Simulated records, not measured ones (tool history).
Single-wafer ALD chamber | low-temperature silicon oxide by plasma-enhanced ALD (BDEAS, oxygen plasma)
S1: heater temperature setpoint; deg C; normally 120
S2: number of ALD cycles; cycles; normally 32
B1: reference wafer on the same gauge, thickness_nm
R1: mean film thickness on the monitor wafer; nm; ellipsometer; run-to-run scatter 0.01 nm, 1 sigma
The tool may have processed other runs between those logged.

run 1 hour=0.0 | S1=120 S2=29 | B1=3.281 | R1=3.648
run 2 hour=39.2 | S1=120 S2=32 | B1=3.281 | R1=4.038
run 3 hour=98.3 | S1=120 S2=32 | B1=3.282 | R1=4.041
run 4 hour=157.7 | S1=120 S2=32 | B1=3.280 | R1=4.042
run 5 hour=214.8 | S1=131 S2=27 | B1=3.278 | R1=3.344
run 6 hour=254.7 | S1=131 S2=32 | B1=3.282 | R1=3.961
run 7 hour=281.2 | S1=131 S2=32 | B1=3.279 | R1=3.970
run 8 hour=336.6 | S1=131 S2=32 | B1=3.279 | R1=3.978
run 9 hour=367.5 | S1=120 S2=32 | B1=3.277 | R1=4.048
run 10 hour=428.8 | S1=120 S2=32 | B1=3.278 | R1=4.044
run 11 hour=474.7 | S1=120 S2=32 | B1=3.285 | R1=4.044
run 12 hour=519.6 | S1=120 S2=32 | B1=3.284 | R1=4.044
run 13 hour=570.2 | S1=109 S2=35 | B1=3.279 | R1=4.494
run 14 hour=642.1 | S1=109 S2=35 | B1=3.276 | R1=4.526
run 15 hour=709.5 | S1=120 S2=32 | B1=3.286 | R1=4.028
run 16 hour=771.9 | S1=120 S2=32 | B1=3.276 | R1=4.057
run 17 hour=806.1 | S1=110 S2=35 | B1=3.279 | R1=4.509
-- hour=864.3 thermocouple changed; heater temperature recalibrated
run 18 hour=864.8 | S1=113 S2=38 | B1=3.278 | R1=4.854
-- hour=1018.9 gauge calibrated
run 19 hour=1034.3 | S1=134 S2=30 | B1=3.281 | R1=3.703
run 20 hour=1067.5 | S1=127 S2=30 | B1=3.279 | R1=3.757
run 21 hour=1138.2 | S1=110 S2=27 | B1=3.283 | R1=3.478
run 22 hour=1183.0 | S1=134 S2=27 | B1=3.281 | R1=3.320
run 23 hour=1251.5 | S1=115 S2=32 | B1=3.281 | R1=4.096
run 24 hour=1316.9 | S1=105 S2=30 | B1=3.283 | R1=3.865
run 25 hour=1376.5 | S1=106 S2=38 | B1=3.281 | R1=4.909
run 26 hour=1408.9 | S1=105 S2=29 | B1=3.278 | R1=3.750
run 27 hour=1443.1 | S1=120 S2=32 | B1=3.282 | R1=4.043
run 28 hour=1504.3 | S1=115 S2=35 | B1=3.283 | R1=4.463
run 29 hour=1541.5 | S1=120 S2=36 | B1=3.281 | R1=4.540

For each run, what was the tool's unlogged condition?
wafer temperature above the value expected at the setpoint (K): 0 on each run
gauge reads high (%): 0 on each run

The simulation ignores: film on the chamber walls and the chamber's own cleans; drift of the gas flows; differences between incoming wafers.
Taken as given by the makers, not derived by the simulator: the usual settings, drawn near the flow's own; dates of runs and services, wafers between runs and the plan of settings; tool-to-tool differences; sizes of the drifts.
